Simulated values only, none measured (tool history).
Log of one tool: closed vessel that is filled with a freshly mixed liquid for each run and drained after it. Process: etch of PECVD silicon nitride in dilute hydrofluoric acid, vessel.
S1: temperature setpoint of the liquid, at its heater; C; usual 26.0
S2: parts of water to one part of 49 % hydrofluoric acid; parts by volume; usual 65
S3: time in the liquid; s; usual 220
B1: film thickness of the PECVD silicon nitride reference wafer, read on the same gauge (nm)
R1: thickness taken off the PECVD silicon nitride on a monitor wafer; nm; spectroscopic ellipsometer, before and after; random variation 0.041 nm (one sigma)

{"run": 1, "hour": 0.0, "S1": 26.0, "S2": 65, "S3": 220, "B1": 119.98, "R1": 6.66}
{"run": 2, "hour": 57.4, "S1": 26.0, "S2": 65, "S3": 220, "B1": 119.99, "R1": 6.57}
{"run": 3, "hour": 120.3, "S1": 26.0, "S2": 65, "S3": 220, "B1": 120.03, "R1": 6.58}
{"run": 4, "hour": 190.5, "S1": 26.0, "S2": 65, "S3": 220, "B1": 120.04, "R1": 6.58}
{"run": 5, "hour": 225.9, "S1": 26.0, "S2": 65, "S3": 220, "B1": 119.98, "R1": 6.55}
{"run": 6, "hour": 296.0, "S1": 23.5, "S2": 65, "S3": 220, "B1": 119.98, "R1": 5.54}
{"run": 7, "hour": 343.5, "S1": 23.5, "S2": 65, "S3": 220, "B1": 120.0, "R1": 5.54}
{"run": 8, "hour": 369.5, "S1": 23.5, "S2": 65, "S3": 220, "B1": 119.97, "R1": 5.54}
{"hour": 435.2, "done": "hydrofluoric acid flow meter replaced"}
{"run": 9, "hour": 435.7, "S1": 26.0, "S2": 65, "S3": 220, "B1": 119.97, "R1": 7.01}
{"run": 10, "hour": 460.1, "S1": 26.0, "S2": 65, "S3": 220, "B1": 120.02, "R1": 6.88}
{"hour": 509.4, "done": "gauge calibrated"}
{"run": 11, "hour": 547.1, "S1": 26.0, "S2": 65, "S3": 220, "B1": 119.98, "R1": 6.98}
{"run": 12, "hour": 586.0, "S1": 26.0, "S2": 40, "S3": 220, "B1": 120.01, "R1": 11.18}
{"run": 13, "hour": 623.0, "S1": 26.0, "S2": 80, "S3": 220, "B1": 120.0, "R1": 5.62}
{"run": 14, "hour": 681.4, "S1": 30.5, "S2": 55, "S3": 220, "B1": 119.99, "R1": 11.02}
{"run": 15, "hour": 723.7, "S1": 26.0, "S2": 65, "S3": 220, "B1": 120.03, "R1": 6.94}
{"run": 16, "hour": 788.4, "S1": 23.0, "S2": 80, "S3": 265, "B1": 119.99, "R1": 5.54}
{"run": 17, "hour": 833.2, "S1": 26.0, "S2": 90, "S3": 220, "B1": 119.99, "R1": 5.01}
{"run": 18, "hour": 881.3, "S1": 26.0, "S2": 65, "S3": 220, "B1": 120.01, "R1": 6.91}
{"hour": 901.7, "done": "thermometer replaced"}
{"run": 19, "hour": 920.6, "S1": 21.0, "S2": 55, "S3": 295, "B1": 119.98, "R1": 7.78}
{"run": 20, "hour": 987.8, "S1": 22.0, "S2": 45, "S3": 140, "B1": 120.0, "R1": 4.82}
{"run": 21, "hour": 1037.2, "S1": 29.0, "S2": 80, "S3": 345, "B1": 120.01, "R1": 10.62}
{"run": 22, "hour": 1235.1, "S1": 26.0, "S2": 65, "S3": 220, "B1": 120.01, "R1": 6.79}
{"run": 23, "hour": 1300.0, "S1": 26.0, "S2": 65, "S3": 220, "B1": 120.0, "R1": 6.81}

The tool's hidden state at each run:
liquid hotter than its thermometer reads (K): 0 in every run
gauge reads high (%): 0 in every run
H1: hydrofluoric acid flow below the setpoint (%)
run=1 H1=5.4
run=2 H1=5.59
run=3 H1=5.8
run=4 H1=6.04
run=5 H1=6.15
run=6 H1=6.39
run=7 H1=6.55
run=8 H1=6.63
run=9 H1=0.00493
run=10 H1=0.0861
run=11 H1=0.376
run=12 H1=0.505
run=13 H1=0.628
run=14 H1=0.823
run=15 H1=0.964
run=16 H1=1.18
run=17 H1=1.33
run=18 H1=1.49
run=19 H1=1.62
run=20 H1=1.84
run=21 H1=2.01
run=22 H1=2.67
run=23 H1=2.88
